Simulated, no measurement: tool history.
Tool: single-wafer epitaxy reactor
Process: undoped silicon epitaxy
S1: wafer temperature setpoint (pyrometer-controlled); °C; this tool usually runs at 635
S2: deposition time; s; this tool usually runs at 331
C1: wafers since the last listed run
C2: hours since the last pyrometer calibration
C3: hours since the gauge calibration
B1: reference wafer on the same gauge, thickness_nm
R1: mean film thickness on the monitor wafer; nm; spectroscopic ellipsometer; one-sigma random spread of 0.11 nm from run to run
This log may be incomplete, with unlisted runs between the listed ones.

run,hour,S1,S2,C1,C2,C3,B1,R1
1,0,635,331,0,1771.3,304.4,43.006,43.258
2,14.3,635,331,79,1785.6,318.7,43.024,43.105
# hour 20.8: gauge calibrated
3,35.3,635,331,116,1806.6,14.5,42.982,43.151
4,65.4,628,307,166,1836.7,44.6,43.04,34.675
5,81.4,628,307,88,1852.7,60.6,42.974,34.86
6,110.5,635,331,161,1881.8,89.7,43.013,43.096
7,138.6,635,331,155,1909.9,117.8,43.021,43.256
8,166.2,635,331,152,1937.5,145.4,42.965,43.314
# hour 178.2: pyrometer calibrated
9,184.6,642,331,57,6.4,163.8,42.99,44.517
10,204.7,642,331,111,26.5,183.9,42.977,44.213
11,226.4,642,331,120,48.2,205.6,43.024,44.584
12,240.7,649,331,79,62.5,219.9,43.007,51.141
13,271.4,629,308,169,93.2,250.6,42.968,32.22
14,296.2,635,362,137,118,275.4,42.984,43.114
15,324.3,635,295,155,146.1,303.5,42.973,35.22
16,351.5,621,394,150,173.3,330.7,43.052,35.713
# hour 360.3: gauge calibrated
17,372.7,635,331,117,194.5,12.4,42.991,39.831
18,404.7,630,372,177,226.5,44.4,42.993,40.773
19,435.3,635,331,169,257.1,75,43.023,40.109
20,452.1,643,291,92,273.9,91.8,42.985,41.316
21,468.5,646,296,90,290.3,108.2,43.02,44.599
22,493.6,647,309,138,315.4,133.3,43.004,47.698
23,556.3,629,393,347,378.1,196,43.019,42.875

Below are 3 alternative next runs, each starting from the tool's condition after run 23. Predict each:
A,556.8,635,271,2,378.6,196.5,?,?
B,556.8,631,331,2,378.6,196.5,?,?
C,556.8,641,356,2,378.6,196.5,?,?

run,B1,R1
A,43.033,33.302
B,43.033,37.578
C,43.033,49.21
What these runs would have given with no unlogged condition in the tool:
run,R1
A,31.835
B,35.91
C,47.066

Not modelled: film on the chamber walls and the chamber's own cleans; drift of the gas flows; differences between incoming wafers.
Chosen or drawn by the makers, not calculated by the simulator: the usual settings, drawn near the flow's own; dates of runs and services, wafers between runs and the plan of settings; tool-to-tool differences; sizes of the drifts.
